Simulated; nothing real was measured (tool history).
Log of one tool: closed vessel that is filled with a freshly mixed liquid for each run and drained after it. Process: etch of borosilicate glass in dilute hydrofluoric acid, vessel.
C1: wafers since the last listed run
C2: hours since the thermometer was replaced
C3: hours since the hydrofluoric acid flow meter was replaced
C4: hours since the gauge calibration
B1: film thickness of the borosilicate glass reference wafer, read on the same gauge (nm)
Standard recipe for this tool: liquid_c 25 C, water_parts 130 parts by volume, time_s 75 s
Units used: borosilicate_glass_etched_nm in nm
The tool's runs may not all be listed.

run 1 hour=0 | liquid_c=25 water_parts=130 time_s=75 | C1=0 C2=765.6 C3=745.9 C4=198.6 | B1=99.98 | borosilicate_glass_etched_nm=22.57
run 2 hour=86.3 | liquid_c=25 water_parts=130 time_s=75 | C1=5861 C2=851.9 C3=832.2 C4=284.9 | B1=100.02 | borosilicate_glass_etched_nm=22.79
run 3 hour=148.8 | liquid_c=25 water_parts=130 time_s=75 | C1=4245 C2=914.4 C3=894.7 C4=347.4 | B1=99.98 | borosilicate_glass_etched_nm=22.51
run 4 hour=216.9 | liquid_c=25 water_parts=130 time_s=75 | C1=4625 C2=982.5 C3=962.8 C4=415.5 | B1=100 | borosilicate_glass_etched_nm=22.79
-- hour=283.5 thermometer replaced
run 5 hour=304.5 | liquid_c=25 water_parts=130 time_s=75 | C1=5882 C2=21 C3=1050.4 C4=503.1 | B1=100 | borosilicate_glass_etched_nm=22.71
run 6 hour=366.6 | liquid_c=25 water_parts=160 time_s=75 | C1=4217 C2=83.1 C3=1112.5 C4=565.2 | B1=100.01 | borosilicate_glass_etched_nm=17.88
run 7 hour=461.1 | liquid_c=25 water_parts=160 time_s=75 | C1=6418 C2=177.6 C3=1207 C4=659.7 | B1=100 | borosilicate_glass_etched_nm=18.13
run 8 hour=516.7 | liquid_c=25 water_parts=130 time_s=75 | C1=3776 C2=233.2 C3=1262.6 C4=715.3 | B1=100 | borosilicate_glass_etched_nm=23.15
run 9 hour=578.4 | liquid_c=25 water_parts=130 time_s=75 | C1=4190 C2=294.9 C3=1324.3 C4=777 | B1=100.01 | borosilicate_glass_etched_nm=23.42
run 10 hour=615.4 | liquid_c=25 water_parts=130 time_s=75 | C1=2513 C2=331.9 C3=1361.3 C4=814 | B1=100 | borosilicate_glass_etched_nm=23.03
run 11 hour=653.5 | liquid_c=25 water_parts=130 time_s=75 | C1=2587 C2=370 C3=1399.4 C4=852.1 | B1=99.99 | borosilicate_glass_etched_nm=23.15
-- hour=665.8 hydrofluoric acid flow meter replaced
run 12 hour=727.1 | liquid_c=25 water_parts=130 time_s=75 | C1=4931 C2=443.6 C3=61.3 C4=925.7 | B1=100.01 | borosilicate_glass_etched_nm=21.48
-- hour=736.8 gauge calibrated
run 13 hour=804 | liquid_c=26.5 water_parts=130 time_s=110 | C1=5223 C2=520.5 C3=138.2 C4=67.2 | B1=100 | borosilicate_glass_etched_nm=33.27
run 14 hour=886.6 | liquid_c=22.5 water_parts=195 time_s=60 | C1=5610 C2=603.1 C3=220.8 C4=149.8 | B1=100 | borosilicate_glass_etched_nm=9.84
run 15 hour=958.6 | liquid_c=25 water_parts=130 time_s=75 | C1=4890 C2=675.1 C3=292.8 C4=221.8 | B1=100.01 | borosilicate_glass_etched_nm=21.91
run 16 hour=1030 | liquid_c=20 water_parts=130 time_s=35 | C1=4849 C2=746.5 C3=364.2 C4=293.2 | B1=99.99 | borosilicate_glass_etched_nm=8.36

What does the tool deliver on the next run?
run 17 hour=1066.2 | liquid_c=26.5 water_parts=130 time_s=110 | C1=2458 C2=782.7 C3=400.4 C4=329.4 | B1=? | borosilicate_glass_etched_nm=?

B1: 99.99
borosilicate_glass_etched_nm: 34.1 nm
Were there no unlogged condition in the tool, this run, its random variation unchanged, would have produced borosilicate_glass_etched_nm 33.31 nm.
